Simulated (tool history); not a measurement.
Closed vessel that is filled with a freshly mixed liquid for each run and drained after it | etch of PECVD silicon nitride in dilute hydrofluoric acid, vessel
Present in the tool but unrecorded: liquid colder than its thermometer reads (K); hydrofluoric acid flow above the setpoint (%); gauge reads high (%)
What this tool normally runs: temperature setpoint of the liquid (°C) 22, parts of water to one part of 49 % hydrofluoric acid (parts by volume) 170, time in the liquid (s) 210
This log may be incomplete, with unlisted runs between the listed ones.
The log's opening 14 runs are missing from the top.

run    hour  temperature setpoint of the liquid (°C)  parts of water to one part of 49 % hydrofluoric acid (parts by volume)  time in the liquid (s)  wafers since the last listed run  hours since the thermometer was replaced  hours since the hydrofluoric acid flow meter was replaced  hours since the gauge calibration  read-back film thickness of the PECVD silicon nitride reference wafer, read on the same gauge (nm)  thickness taken off the PECVD silicon nitride on a monitor wafer (Å)
 15   454.2                                     23.5                                                                     105                     325                              1340                                    1373.9                                                     2300.6                              607.4                                                                                              80.002                                                                121.52
      500.8  -- gauge calibrated
 16   510.6                                       22                                                                     215                     210                              4446                                    1430.3                                                       2357                                9.8                                                                                              80.005                                                                 35.12
 17   529.9                                       22                                                                     170                     210                              1521                                    1449.6                                                     2376.3                               29.1                                                                                              80.004                                                                 44.14
 18     543                                       22                                                                     215                     210                              1032                                    1462.7                                                     2389.4                               42.2                                                                                              80.004                                                                 35.23
 19   573.3                                     25.5                                                                     195                     240                              2389                                      1493                                                     2419.7                               72.5                                                                                              80.007                                                                 55.54
      582.1  -- thermometer replaced
 20   593.9                                       22                                                                     170                     210                              1545                                      11.8                                                     2440.3                               93.1                                                                                              80.002                                                                 48.88
 21     629                                       17                                                                     140                     160                              2767                                      46.9                                                     2475.4                              128.2                                                                                               80.01                                                                 32.36
        645  -- hydrofluoric acid flow meter replaced
 22   664.6                                       22                                                                     215                     100                              2728                                      82.5                                                       19.6                              163.8                                                                                              79.989                                                                  18.7
 23   688.6                                       20                                                                     170                     210                              1892                                     106.5                                                       43.6                              187.8                                                                                              80.012                                                                 44.15
 24   722.4                                     20.5                                                                     140                     210                              2665                                     140.3                                                       77.4                              221.6                                                                                              80.009                                                                 53.84
 25   736.1                                       18                                                                     210                     170                              1080                                       154                                                       91.1                              235.3                                                                                              80.002                                                                 25.03
 26   771.6                                       22                                                                     170                     145                              2799                                     189.5                                                      126.6                              270.8                                                                                              79.988                                                                 33.51
 27   818.9                                       22                                                                     205                     105                              3729                                     236.8                                                      173.9                              318.1                                                                                              79.982                                                                 20.11
 28     852                                     18.5                                                                     225                     100                              2609                                     269.9                                                        207                              351.2                                                                                              80.013                                                                 14.18
 29   887.1                                       26                                                                     170                     210                              2767                                       305                                                      242.1                              386.3                                                                                              79.991                                                                 63.03
 30   922.5                                       22                                                                     170                     210                              2791                                     340.4                                                      277.5                              421.7                                                                                              80.001                                                                  47.8
 31     956                                       22                                                                     110                     330                              2641                                     373.9                                                        311                              455.2                                                                                              80.024                                                                116.28
 32  1004.1                                     19.5                                                                     170                     210                              3792                                       422                                                      359.1                              503.3                                                                                              80.003                                                                 40.76
 33  1026.4                                       17                                                                     250                     255                              1758                                     444.3                                                      381.4                              525.6                                                                                              80.011                                                                 29.29

3 options for the next run, each taken on its own from the tool as it stands now. Forecast them:
  A  1027.1                                       18                                                                     170                     210                                55                                       445                                                      382.1                              526.3                                                                                                   ?                                                                     ?
  B  1027.1                                       17                                                                     245                     155                                55                                       445                                                      382.1                              526.3                                                                                                   ?                                                                     ?
  C  1027.1                                       24                                                                     110                     130                                55                                       445                                                      382.1                              526.3                                                                                                   ?                                                                     ?

run  read-back film thickness of the PECVD silicon nitride reference wafer, read on the same gauge (nm)  thickness taken off the PECVD silicon nitride on a monitor wafer (Å)
  A                                                                                              80.007                                                                 36.38
  B                                                                                              80.007                                                                  17.7
  C                                                                                              80.007                                                                 51.47
With no hidden state in the tool, these same runs would have given:
run  thickness taken off the PECVD silicon nitride on a monitor wafer (Å)
  A                                                                 38.31
  B                                                                 18.62
  C                                                                 54.11
